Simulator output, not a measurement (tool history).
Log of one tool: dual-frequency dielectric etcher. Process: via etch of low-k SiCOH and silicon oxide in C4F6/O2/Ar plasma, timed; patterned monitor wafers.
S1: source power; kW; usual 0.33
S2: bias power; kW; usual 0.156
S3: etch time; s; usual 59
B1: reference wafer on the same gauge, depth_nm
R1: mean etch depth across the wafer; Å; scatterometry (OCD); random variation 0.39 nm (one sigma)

run	hour	S1	S2	S3	B1	R1
1	0	0.33	0.156	59	183	1677
2	33.7	0.33	0.156	59	183	1677
3	70.5	0.36	0.156	59	183	1735
4	115	0.38	0.156	50.5	183.1	1523
# hour 160.9: upper electrode replaced
5	226.7	0.38	0.156	50.5	183.1	1520
6	293.4	0.38	0.156	50.5	183.1	1519
7	338.2	0.33	0.165	59	183.1	1703
# hour 347.7: bias power generator calibrated
8	366.1	0.33	0.165	59	183	1708
9	416.9	0.33	0.165	59	183	1711
# hour 450.9: wet clean of the chamber
10	485.3	0.3	0.125	59	183	1502
11	538.3	0.33	0.156	59	183.1	1687
12	657.3	0.38	0.156	50.5	183.1	1526
# hour 694.5: gauge calibrated
13	714.2	0.37	0.127	51.5	183.1	1445
# hour 731.3: source power generator calibrated
14	742.5	0.39	0.176	59	183	1846
15	775	0.37	0.156	66.5	183.1	1948
16	823.5	0.33	0.156	59	183	1651
17	848.2	0.38	0.171	76	183	2324
18	890.1	0.36	0.156	59	183	1700
19	959.5	0.33	0.131	43.5	182.9	1145
20	988.5	0.37	0.177	59	183	1790
# hour 1080.4: wet clean of the chamber
21	1080.9	0.33	0.156	59	183.1	1663
22	1105.8	0.33	0.188	54	183	1614
23	1158.3	0.41	0.156	59	183	1804
24	1206	0.33	0.156	59	183	1655
25	1267.6	0.3	0.194	45	183	1304
26	1326.4	0.33	0.156	59	183.1	1650
27	1391.4	0.37	0.133	49.5	182.9	1378

The next listed run, before its measurement:
28	1454.2	0.3	0.156	59	?	?

{"run 28": {"B1": 183, "R1": 1593}}
Without the tool's hidden state the same run would have given R1 1600 Å.
